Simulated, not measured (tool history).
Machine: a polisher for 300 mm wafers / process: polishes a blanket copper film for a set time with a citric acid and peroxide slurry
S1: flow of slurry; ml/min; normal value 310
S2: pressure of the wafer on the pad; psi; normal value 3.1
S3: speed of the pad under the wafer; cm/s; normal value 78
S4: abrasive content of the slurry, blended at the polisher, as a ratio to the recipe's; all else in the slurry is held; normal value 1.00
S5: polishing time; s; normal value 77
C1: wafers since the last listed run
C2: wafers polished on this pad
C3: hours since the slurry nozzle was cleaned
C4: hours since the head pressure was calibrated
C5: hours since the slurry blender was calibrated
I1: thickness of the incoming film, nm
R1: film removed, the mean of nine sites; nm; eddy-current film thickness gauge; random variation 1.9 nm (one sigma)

| run | hour | S1 | S2 | S3 | S4 | S5 | C1 | C2 | C3 | C4 | C5 | I1 | R1 |
|---|---|---|---|---|---|---|---|---|---|---|---|---|---|
| 1 | 0.0 | 310 | 3.1 | 78 | 1.00 | 77 | 0 | 1247 | 448.7 | 732.1 | 56.3 | 899.6 | 142.3 |
|  | 98.8 | worn pad replaced by a new one |
| 2 | 101.7 | 310 | 3.1 | 78 | 1.00 | 77 | 829 | 24 | 550.4 | 833.8 | 158.0 | 882.7 | 151.1 |
| 3 | 154.5 | 310 | 3.1 | 78 | 1.00 | 77 | 448 | 472 | 603.2 | 886.6 | 210.8 | 898.6 | 149.6 |
| 4 | 204.6 | 310 | 3.1 | 78 | 1.00 | 58 | 425 | 898 | 653.3 | 936.7 | 260.9 | 895.0 | 107.4 |
| 5 | 306.3 | 310 | 3.1 | 78 | 1.00 | 58 | 863 | 1761 | 755.0 | 1038.4 | 362.6 | 897.0 | 104.0 |
|  | 358.0 | slurry blender recalibrated |
|  | 371.3 | worn pad replaced by a new one |
|  | 375.0 | slurry nozzle cleaned |
| 6 | 376.1 | 310 | 3.1 | 78 | 1.00 | 58 | 533 | 32 | 1.1 | 1108.2 | 18.1 | 888.5 | 121.3 |
|  | 413.5 | head pressure recalibrated |
| 7 | 432.5 | 310 | 3.1 | 78 | 1.00 | 77 | 461 | 494 | 57.5 | 19.0 | 74.5 | 895.8 | 151.0 |
| 8 | 506.8 | 350 | 3.1 | 78 | 1.00 | 77 | 630 | 1124 | 131.8 | 93.3 | 148.8 | 902.6 | 148.0 |
| 9 | 546.5 | 245 | 3.8 | 78 | 0.90 | 95 | 336 | 1461 | 171.5 | 133.0 | 188.5 | 882.8 | 198.2 |
|  | 579.7 | worn pad replaced by a new one |
| 10 | 630.8 | 310 | 3.1 | 92 | 1.00 | 89 | 681 | 433 | 255.8 | 217.3 | 272.8 | 900.4 | 200.7 |
| 11 | 696.8 | 210 | 3.1 | 78 | 1.00 | 86 | 560 | 993 | 321.8 | 283.3 | 338.8 | 898.3 | 151.0 |
|  | 772.9 | slurry blender recalibrated |
|  | 830.5 | worn pad replaced by a new one |
| 12 | 1004.2 | 225 | 3.1 | 78 | 1.20 | 77 | 2558 | 1474 | 629.2 | 590.7 | 231.3 | 884.5 | 130.7 |
| 13 | 1053.2 | 310 | 2.4 | 100 | 1.00 | 90 | 415 | 1890 | 678.2 | 639.7 | 280.3 | 898.9 | 170.8 |
|  | 1075.2 | worn pad replaced by a new one |
| 14 | 1153.0 | 310 | 3.1 | 78 | 1.00 | 77 | 813 | 660 | 778.0 | 739.5 | 380.1 | 905.0 | 143.4 |
|  | 1170.5 | slurry nozzle cleaned |
|  | 1179.8 | slurry blender recalibrated |
| 15 | 1217.9 | 310 | 3.1 | 78 | 0.85 | 58 | 525 | 1186 | 47.4 | 804.4 | 38.1 | 900.9 | 109.5 |

What if the next run were any one of these 3? Each begins from the tool's condition after run 15:
| A | 1218.3 | 310 | 2.4 | 78 | 1.00 | 77 | 3 | 1189 | 47.8 | 804.8 | 38.5 | 902.4 | ? |
| B | 1218.3 | 310 | 2.4 | 70 | 1.15 | 88 | 3 | 1189 | 47.8 | 804.8 | 38.5 | 902.4 | ? |
| C | 1218.3 | 230 | 3.4 | 78 | 1.00 | 77 | 3 | 1189 | 47.8 | 804.8 | 38.5 | 902.4 | ? |

| run | R1 |
|---|---|
| A | 127.0 |
| B | 133.3 |
| C | 153.2 |
Take away the tool's hidden state, keep each run's random variation, and the runs would have read:
| run | R1 |
|---|---|
| A | 139.5 |
| B | 146.4 |
| C | 168.9 |
